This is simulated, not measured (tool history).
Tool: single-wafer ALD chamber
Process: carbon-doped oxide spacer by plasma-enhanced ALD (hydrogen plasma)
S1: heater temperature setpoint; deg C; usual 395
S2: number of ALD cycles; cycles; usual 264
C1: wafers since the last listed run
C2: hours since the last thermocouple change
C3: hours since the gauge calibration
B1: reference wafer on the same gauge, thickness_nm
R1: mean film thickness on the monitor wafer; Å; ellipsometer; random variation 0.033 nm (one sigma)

run 1 day=0 | S1=401 S2=264 | C1=0 C2=1344.3 C3=377.5 | B1=12.381 | R1=133.58
run 2 day=1.904 | S1=401 S2=264 | C1=80 C2=1390 C3=423.2 | B1=12.392 | R1=134.46
run 3 day=3.729 | S1=401 S2=264 | C1=76 C2=1433.8 C3=467 | B1=12.406 | R1=134.91
run 4 day=6.483 | S1=395 S2=264 | C1=116 C2=1499.9 C3=533.1 | B1=12.419 | R1=135.5
run 5 day=11.758 | S1=395 S2=264 | C1=222 C2=1626.5 C3=659.7 | B1=12.464 | R1=135.58
-- day=12.625 gauge calibrated
run 6 day=12.917 | S1=395 S2=264 | C1=48 C2=1654.3 C3=7 | B1=12.327 | R1=134.23
run 7 day=14.3 | S1=395 S2=264 | C1=58 C2=1687.5 C3=40.2 | B1=12.33 | R1=134.16
run 8 day=15.833 | S1=395 S2=264 | C1=64 C2=1724.3 C3=77 | B1=12.335 | R1=134.29
run 9 day=18.458 | S1=395 S2=264 | C1=110 C2=1787.3 C3=140 | B1=12.356 | R1=133.74
run 10 day=20.612 | S1=386 S2=264 | C1=90 C2=1839 C3=191.7 | B1=12.366 | R1=134.5
run 11 day=23.454 | S1=395 S2=290 | C1=119 C2=1907.2 C3=259.9 | B1=12.397 | R1=148.72
run 12 day=25.929 | S1=390 S2=211 | C1=104 C2=1966.6 C3=319.3 | B1=12.403 | R1=107.97
run 13 day=28.45 | S1=395 S2=264 | C1=106 C2=2027.1 C3=379.8 | B1=12.434 | R1=134.78
-- day=29.167 thermocouple changed; heater temperature recalibrated
run 14 day=30.058 | S1=407 S2=211 | C1=53 C2=21.4 C3=418.4 | B1=12.44 | R1=105.58
run 15 day=31.65 | S1=389 S2=217 | C1=67 C2=59.6 C3=456.6 | B1=12.451 | R1=111.78
run 16 day=33.629 | S1=395 S2=314 | C1=83 C2=107.1 C3=504.1 | B1=12.464 | R1=161.34
-- day=35.933 gauge calibrated
run 17 day=36.3 | S1=382 S2=301 | C1=112 C2=171.2 C3=8.8 | B1=12.324 | R1=152.94
run 18 day=37.688 | S1=395 S2=264 | C1=58 C2=204.5 C3=42.1 | B1=12.332 | R1=134.73

4 ways to go on from here, each from the tool as it stands after run 18. What would each give?
run A day=37.721 | S1=395 S2=264 | C1=1 C2=205.3 C3=42.9 | B1=? | R1=?
run B day=37.721 | S1=399 S2=284 | C1=1 C2=205.3 C3=42.9 | B1=? | R1=?
run C day=37.721 | S1=395 S2=296 | C1=1 C2=205.3 C3=42.9 | B1=? | R1=?
run D day=37.721 | S1=405 S2=289 | C1=1 C2=205.3 C3=42.9 | B1=? | R1=?

run=A B1=12.324 R1=134.09
run=B B1=12.324 R1=144.24
run=C B1=12.324 R1=150.34
run=D B1=12.324 R1=143.97
Without the tool's hidden state the same runs would have given:
run=A R1=133.72
run=B R1=143.86
run=C R1=149.93
run=D R1=143.58
